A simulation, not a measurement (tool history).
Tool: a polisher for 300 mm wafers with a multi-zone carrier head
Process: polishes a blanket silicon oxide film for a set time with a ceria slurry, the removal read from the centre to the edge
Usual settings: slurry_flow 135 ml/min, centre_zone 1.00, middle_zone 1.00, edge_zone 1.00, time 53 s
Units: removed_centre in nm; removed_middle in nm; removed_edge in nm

run    hour  slurry_flow  centre_zone  middle_zone  edge_zone  time  wafers since the last listed run  wafers polished on this pad  hours since the slurry nozzle was cleaned  hours since the centre zone pressure was calibrated  hours since the edge zone pressure was calibrated  hours since the carrier head's membrane was replaced  incoming thickness of the incoming film, nm  removed_centre  removed_middle  removed_edge
  1     0.0          150         1.00         1.00       0.92    53                                 0                         5656                                      609.0                                                283.9                                              191.1                                                 346.6                                       1482.5           186.4           200.4         190.0
       18.2  -- slurry nozzle cleaned
  2    59.3           90         1.00         1.00       1.11    53                               674                         6331                                       41.1                                                343.2                                              250.4                                                 405.9                                       1506.3           163.0           179.6         193.8
  3   152.2          175         1.00         0.93       1.00    46                              1074                         7405                                      134.0                                                436.1                                              343.3                                                 498.8                                       1470.6           159.6           161.1         171.6
      201.4  -- worn pad replaced by a new one
      444.8  -- centre zone pressure recalibrated
  4   447.2          100         1.00         1.00       1.07    53                              3342                         2820                                      429.0                                                  2.4                                              638.3                                                 793.8                                       1471.3           187.8           187.3         199.8
  5   507.7          100         1.00         0.92       1.00    69                               699                         3520                                      489.5                                                 62.9                                              698.8                                                 854.3                                       1473.8           238.4           230.0         254.2
  6   589.9          135         1.00         1.11       1.00    53                               950                         4470                                      571.7                                                145.1                                              781.0                                                 936.5                                       1474.9           186.2           217.4         200.3
  7   634.9          135         1.00         1.05       1.00    53                               520                         4991                                      616.7                                                190.1                                              826.0                                                 981.5                                       1466.2           183.7           207.5         197.6
      644.6  -- slurry nozzle cleaned
      695.2  -- edge zone pressure recalibrated
  8   730.3          135         1.00         1.00       1.00    53                              1068                         6060                                       85.7                                                285.5                                               35.1                                                1076.9                                       1501.1           177.2           193.6         196.1
  9   773.3          135         1.00         1.00       0.89    41                               497                         6557                                      128.7                                                328.5                                               78.1                                                1119.9                                       1496.1           135.3           149.0         144.5
      833.2  -- worn pad replaced by a new one
 10   847.2          135         1.00         1.00       1.06    39                               808                          161                                      202.6                                                402.4                                              152.0                                                1193.8                                       1498.6           134.7           147.9         154.2
 11   951.1          135         1.00         0.95       1.00    35                              1201                         1363                                      306.5                                                506.3                                              255.9                                                1297.7                                       1493.7           119.6           127.1         134.4
 12  1055.2          135         1.00         1.00       1.11    53                              1204                         2567                                      410.6                                                610.4                                              360.0                                                1401.8                                       1485.5           175.9           203.2         212.1
 13  1107.1          135         1.00         1.00       1.00    53                               600                         3168                                      462.5                                                662.3                                              411.9                                                1453.7                                       1494.4           176.0           200.0         200.1
     1202.6  -- centre zone pressure recalibrated
 14  1206.3          135         1.00         1.00       1.00    53                              1124                         4292                                      561.7                                                  3.7                                              511.1                                                1552.9                                       1491.8           197.0           197.5         198.1
 15  1247.7          135         1.00         1.00       1.00    53                               478                         4771                                      603.1                                                 45.1                                              552.5                                                1594.3                                       1494.6           192.4           196.9         201.5
 16  1316.4          170         1.00         1.00       0.97    70                               794                         5566                                      671.8                                                113.8                                              621.2                                                1663.0                                       1495.9           255.3           266.1         265.6
     1383.9  -- slurry nozzle cleaned
 17  1401.8          135         1.00         1.00       1.00    69                               976                         6542                                       17.9                                                199.2                                              706.6                                                1748.4                                       1496.4           236.2           250.7         252.4
     1466.3  -- worn pad replaced by a new one
 18  1477.4          135         1.00         0.96       1.00    53                               828                          128                                       93.5                                                274.8                                              782.2                                                1824.0                                       1468.1           184.2           195.8         204.1
     1513.1  -- carrier head's membrane replaced by a new one
     1541.1  -- edge zone pressure recalibrated
 19  1680.3          135         1.00         1.00       1.00    39                              2266                         2394                                      296.4                                                477.7                                              139.2                                                 167.2                                       1481.0           133.6           148.4         149.3
 20  1726.7          110         1.00         0.95       1.00    65                               536                         2930                                      342.8                                                524.1                                              185.6                                                 213.6                                       1511.1           207.5           227.0         243.2
 21  1816.5          135         1.00         1.00       1.00    53                              1038                         3969                                      432.6                                                613.9                                              275.4                                                 303.4                                       1499.0           172.4           198.0         200.2
 22  1862.4          135         1.00         1.00       0.90    43                               530                         4500                                      478.5                                                659.8                                              321.3                                                 349.3                                       1496.9           142.4           160.1         156.2

Forecast each of these 4 alternatives for the next run:
  A  1862.8          135         1.06         1.00       1.00    53                                 4                         4505                                      478.9                                                660.2                                              321.7                                                 349.7                                       1491.1               ?               ?             ?
  B  1862.8          135         1.00         1.00       1.00    68                                 4                         4505                                      478.9                                                660.2                                              321.7                                                 349.7                                       1491.1               ?               ?             ?
  C  1862.8          135         1.11         1.00       1.00    53                                 4                         4505                                      478.9                                                660.2                                              321.7                                                 349.7                                       1491.1               ?               ?             ?
  D  1862.8          135         0.94         1.00       1.03    36                                 4                         4505                                      478.9                                                660.2                                              321.7                                                 349.7                                       1491.1               ?               ?             ?

run  removed_centre  removed_middle  removed_edge
  A           183.8           200.1         199.7
  B           222.2           256.8         256.2
  C           192.7           200.1         199.7
  D           110.4           136.0         137.6
Without the tool's hidden state the same runs would have given:
run  removed_centre  removed_middle  removed_edge
  A           216.8           205.1         204.9
  B           262.3           263.3         262.9
  C           227.1           205.1         204.9
  D           130.5           139.4         141.2
